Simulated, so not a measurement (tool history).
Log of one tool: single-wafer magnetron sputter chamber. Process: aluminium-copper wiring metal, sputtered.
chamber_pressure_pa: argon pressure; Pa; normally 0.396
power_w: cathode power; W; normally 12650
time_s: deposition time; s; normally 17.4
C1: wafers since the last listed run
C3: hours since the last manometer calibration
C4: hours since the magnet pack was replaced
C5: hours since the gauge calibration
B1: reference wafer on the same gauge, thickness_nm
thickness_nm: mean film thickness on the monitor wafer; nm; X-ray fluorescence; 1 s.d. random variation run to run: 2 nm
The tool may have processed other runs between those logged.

{"run": 1, "hour": 0.0, "chamber_pressure_pa": 0.396, "power_w": 12650, "time_s": 15.8, "C1": 0, "wafers on the sputter target": 6112, "C3": 1601.4, "C4": 6111.2, "C5": 437.9, "B1": 475.411, "thickness_nm": 341.927}
{"run": 2, "hour": 16.0, "chamber_pressure_pa": 0.396, "power_w": 12650, "time_s": 17.4, "C1": 367, "wafers on the sputter target": 6480, "C3": 1617.4, "C4": 6127.2, "C5": 453.9, "B1": 474.534, "thickness_nm": 379.36}
{"hour": 25.0, "done": "sputter target and shields replaced"}
{"run": 3, "hour": 39.5, "chamber_pressure_pa": 0.396, "power_w": 12650, "time_s": 17.4, "C1": 356, "wafers on the sputter target": 334, "C3": 1640.9, "C4": 6150.7, "C5": 477.4, "B1": 475.133, "thickness_nm": 399.556}
{"run": 4, "hour": 65.8, "chamber_pressure_pa": 0.396, "power_w": 12650, "time_s": 17.4, "C1": 604, "wafers on the sputter target": 938, "C3": 1667.2, "C4": 6177.0, "C5": 503.7, "B1": 475.15, "thickness_nm": 398.255}
{"run": 5, "hour": 95.0, "chamber_pressure_pa": 0.396, "power_w": 12650, "time_s": 17.4, "C1": 671, "wafers on the sputter target": 1610, "C3": 1696.4, "C4": 6206.2, "C5": 532.9, "B1": 475.04, "thickness_nm": 395.548}
{"run": 6, "hour": 128.1, "chamber_pressure_pa": 0.396, "power_w": 12650, "time_s": 17.4, "C1": 761, "wafers on the sputter target": 2371, "C3": 1729.5, "C4": 6239.3, "C5": 566.0, "B1": 475.031, "thickness_nm": 391.494}
{"run": 7, "hour": 142.6, "chamber_pressure_pa": 0.396, "power_w": 12650, "time_s": 17.4, "C1": 333, "wafers on the sputter target": 2705, "C3": 1744.0, "C4": 6253.8, "C5": 580.5, "B1": 475.079, "thickness_nm": 392.084}
{"run": 8, "hour": 176.7, "chamber_pressure_pa": 0.396, "power_w": 12650, "time_s": 17.4, "C1": 784, "wafers on the sputter target": 3489, "C3": 1778.1, "C4": 6287.9, "C5": 614.6, "B1": 475.252, "thickness_nm": 389.458}
{"run": 9, "hour": 204.1, "chamber_pressure_pa": 0.396, "power_w": 13350, "time_s": 17.4, "C1": 630, "wafers on the sputter target": 4119, "C3": 1805.5, "C4": 6315.3, "C5": 642.0, "B1": 475.066, "thickness_nm": 406.4}
{"run": 10, "hour": 217.3, "chamber_pressure_pa": 0.396, "power_w": 10250, "time_s": 17.4, "C1": 303, "wafers on the sputter target": 4423, "C3": 1818.7, "C4": 6328.5, "C5": 655.2, "B1": 475.169, "thickness_nm": 309.638}
{"hour": 233.8, "done": "capacitance manometer re-zeroed and calibrated"}
{"hour": 267.8, "done": "sputter target and shields replaced"}
{"run": 11, "hour": 321.9, "chamber_pressure_pa": 0.396, "power_w": 10250, "time_s": 17.4, "C1": 2037, "wafers on the sputter target": 1244, "C3": 88.1, "C4": 6433.1, "C5": 759.8, "B1": 475.565, "thickness_nm": 326.911}
{"run": 12, "hour": 401.2, "chamber_pressure_pa": 0.396, "power_w": 12650, "time_s": 17.4, "C1": 1823, "wafers on the sputter target": 3068, "C3": 167.4, "C4": 6512.4, "C5": 839.1, "B1": 474.819, "thickness_nm": 392.906}
{"hour": 424.6, "done": "magnet pack replaced"}
{"run": 13, "hour": 432.6, "chamber_pressure_pa": 0.396, "power_w": 12650, "time_s": 17.4, "C1": 538, "wafers on the sputter target": 3606, "C3": 198.8, "C4": 8.0, "C5": 870.5, "B1": 475.183, "thickness_nm": 389.491}
{"run": 14, "hour": 458.4, "chamber_pressure_pa": 0.396, "power_w": 12650, "time_s": 17.4, "C1": 593, "wafers on the sputter target": 4200, "C3": 224.6, "C4": 33.8, "C5": 896.3, "B1": 475.291, "thickness_nm": 385.984}
{"run": 15, "hour": 492.2, "chamber_pressure_pa": 0.396, "power_w": 12650, "time_s": 17.4, "C1": 777, "wafers on the sputter target": 4977, "C3": 258.4, "C4": 67.6, "C5": 930.1, "B1": 475.48, "thickness_nm": 383.985}
{"run": 16, "hour": 504.3, "chamber_pressure_pa": 0.338, "power_w": 14450, "time_s": 20.5, "C1": 278, "wafers on the sputter target": 5255, "C3": 270.5, "C4": 79.7, "C5": 942.2, "B1": 474.262, "thickness_nm": 533.003}
{"run": 17, "hour": 520.6, "chamber_pressure_pa": 0.396, "power_w": 12650, "time_s": 17.4, "C1": 374, "wafers on the sputter target": 5630, "C3": 286.8, "C4": 96.0, "C5": 958.5, "B1": 475.001, "thickness_nm": 381.181}
{"run": 18, "hour": 549.8, "chamber_pressure_pa": 0.436, "power_w": 12650, "time_s": 17.4, "C1": 671, "wafers on the sputter target": 6302, "C3": 316.0, "C4": 125.2, "C5": 987.7, "B1": 474.717, "thickness_nm": 366.95}
{"run": 19, "hour": 562.0, "chamber_pressure_pa": 0.396, "power_w": 12650, "time_s": 17.4, "C1": 280, "wafers on the sputter target": 6583, "C3": 328.2, "C4": 137.4, "C5": 999.9, "B1": 474.611, "thickness_nm": 376.965}
{"hour": 578.8, "done": "sputter target and shields replaced"}
{"run": 20, "hour": 586.2, "chamber_pressure_pa": 0.396, "power_w": 12650, "time_s": 17.4, "C1": 372, "wafers on the sputter target": 169, "C3": 352.4, "C4": 161.6, "C5": 1024.1, "B1": 475.418, "thickness_nm": 403.355}
{"run": 21, "hour": 608.2, "chamber_pressure_pa": 0.396, "power_w": 11350, "time_s": 14.1, "C1": 505, "wafers on the sputter target": 675, "C3": 374.4, "C4": 183.6, "C5": 1046.1, "B1": 474.943, "thickness_nm": 292.95}
{"run": 22, "hour": 633.6, "chamber_pressure_pa": 0.478, "power_w": 12650, "time_s": 14.2, "C1": 584, "wafers on the sputter target": 1259, "C3": 399.8, "C4": 209.0, "C5": 1071.5, "B1": 475.133, "thickness_nm": 310.973}
{"hour": 638.4, "done": "gauge calibrated"}
{"run": 23, "hour": 657.5, "chamber_pressure_pa": 0.396, "power_w": 11450, "time_s": 16.0, "C1": 549, "wafers on the sputter target": 1809, "C3": 423.7, "C4": 232.9, "C5": 19.1, "B1": 475.129, "thickness_nm": 326.628}
{"run": 24, "hour": 679.9, "chamber_pressure_pa": 0.284, "power_w": 9850, "time_s": 17.4, "C1": 515, "wafers on the sputter target": 2324, "C3": 446.1, "C4": 255.3, "C5": 41.5, "B1": 474.879, "thickness_nm": 326.738}
{"run": 25, "hour": 697.9, "chamber_pressure_pa": 0.396, "power_w": 12650, "time_s": 17.4, "C1": 413, "wafers on the sputter target": 2738, "C3": 464.1, "C4": 273.3, "C5": 59.5, "B1": 474.987, "thickness_nm": 392.314}
{"run": 26, "hour": 714.0, "chamber_pressure_pa": 0.549, "power_w": 9750, "time_s": 19.2, "C1": 370, "wafers on the sputter target": 3108, "C3": 480.2, "C4": 289.4, "C5": 75.6, "B1": 475.168, "thickness_nm": 304.814}
{"run": 27, "hour": 734.9, "chamber_pressure_pa": 0.265, "power_w": 11800, "time_s": 17.4, "C1": 480, "wafers on the sputter target": 3589, "C3": 501.1, "C4": 310.3, "C5": 96.5, "B1": 475.051, "thickness_nm": 393.95}
{"run": 28, "hour": 748.9, "chamber_pressure_pa": 0.396, "power_w": 12650, "time_s": 17.4, "C1": 321, "wafers on the sputter target": 3911, "C3": 515.1, "C4": 324.3, "C5": 110.5, "B1": 474.918, "thickness_nm": 388.095}
{"run": 29, "hour": 787.3, "chamber_pressure_pa": 0.301, "power_w": 13800, "time_s": 19.7, "C1": 883, "wafers on the sputter target": 4794, "C3": 553.5, "C4": 362.7, "C5": 148.9, "B1": 474.924, "thickness_nm": 501.961}
{"run": 30, "hour": 800.5, "chamber_pressure_pa": 0.265, "power_w": 11800, "time_s": 17.4, "C1": 303, "wafers on the sputter target": 5098, "C3": 566.7, "C4": 375.9, "C5": 162.1, "B1": 475.052, "thickness_nm": 385.762}
{"run": 31, "hour": 825.8, "chamber_pressure_pa": 0.46, "power_w": 11350, "time_s": 14.7, "C1": 581, "wafers on the sputter target": 5680, "C3": 592.0, "C4": 401.2, "C5": 187.4, "B1": 474.661, "thickness_nm": 279.057}
{"run": 32, "hour": 840.1, "chamber_pressure_pa": 0.396, "power_w": 12650, "time_s": 17.4, "C1": 328, "wafers on the sputter target": 6009, "C3": 606.3, "C4": 415.5, "C5": 201.7, "B1": 475.483, "thickness_nm": 379.698}
{"run": 33, "hour": 875.5, "chamber_pressure_pa": 0.536, "power_w": 10000, "time_s": 17.4, "C1": 814, "wafers on the sputter target": 6823, "C3": 641.7, "C4": 450.9, "C5": 237.1, "B1": 474.697, "thickness_nm": 271.856}
{"hour": 889.6, "done": "sputter target and shields replaced"}
{"run": 34, "hour": 890.6, "chamber_pressure_pa": 0.553, "power_w": 12650, "time_s": 17.4, "C1": 163, "wafers on the sputter target": 24, "C3": 656.8, "C4": 466.0, "C5": 252.2, "B1": 475.275, "thickness_nm": 374.918}
{"run": 35, "hour": 908.5, "chamber_pressure_pa": 0.396, "power_w": 12650, "time_s": 17.4, "C1": 411, "wafers on the sputter target": 435, "C3": 674.7, "C4": 483.9, "C5": 270.1, "B1": 474.521, "thickness_nm": 403.786}

Each run again, without the hidden state but with its own random variation kept:
The hidden state here: deposition rate above that of a new target (%); true argon pressure above the setpoint (%); gauge reads high (%).
run=1 thickness_nm=367.094
run=2 thickness_nm=408.981
run=3 thickness_nm=404.979
run=4 thickness_nm=406.278
run=5 thickness_nm=406.443
run=6 thickness_nm=405.612
run=7 thickness_nm=407.704
run=8 thickness_nm=408.475
run=9 thickness_nm=429.225
run=10 thickness_nm=328.134
run=11 thickness_nm=332.032
run=12 thickness_nm=406.985
run=13 thickness_nm=406.645
run=14 thickness_nm=405.625
run=15 thickness_nm=407.018
run=16 thickness_nm=566.733
run=17 thickness_nm=407.008
run=18 thickness_nm=394.789
run=19 thickness_nm=406.854
run=20 thickness_nm=407.129
run=21 thickness_nm=297.288
run=22 thickness_nm=317.556
run=23 thickness_nm=335.522
run=24 thickness_nm=337.512
run=25 thickness_nm=407.080
run=26 thickness_nm=317.569
run=27 thickness_nm=412.607
run=28 thickness_nm=407.920
run=29 thickness_nm=532.803
run=30 thickness_nm=410.855
run=31 thickness_nm=299.158
run=32 thickness_nm=408.563
run=33 thickness_nm=295.241
run=34 thickness_nm=375.699
run=35 thickness_nm=406.389

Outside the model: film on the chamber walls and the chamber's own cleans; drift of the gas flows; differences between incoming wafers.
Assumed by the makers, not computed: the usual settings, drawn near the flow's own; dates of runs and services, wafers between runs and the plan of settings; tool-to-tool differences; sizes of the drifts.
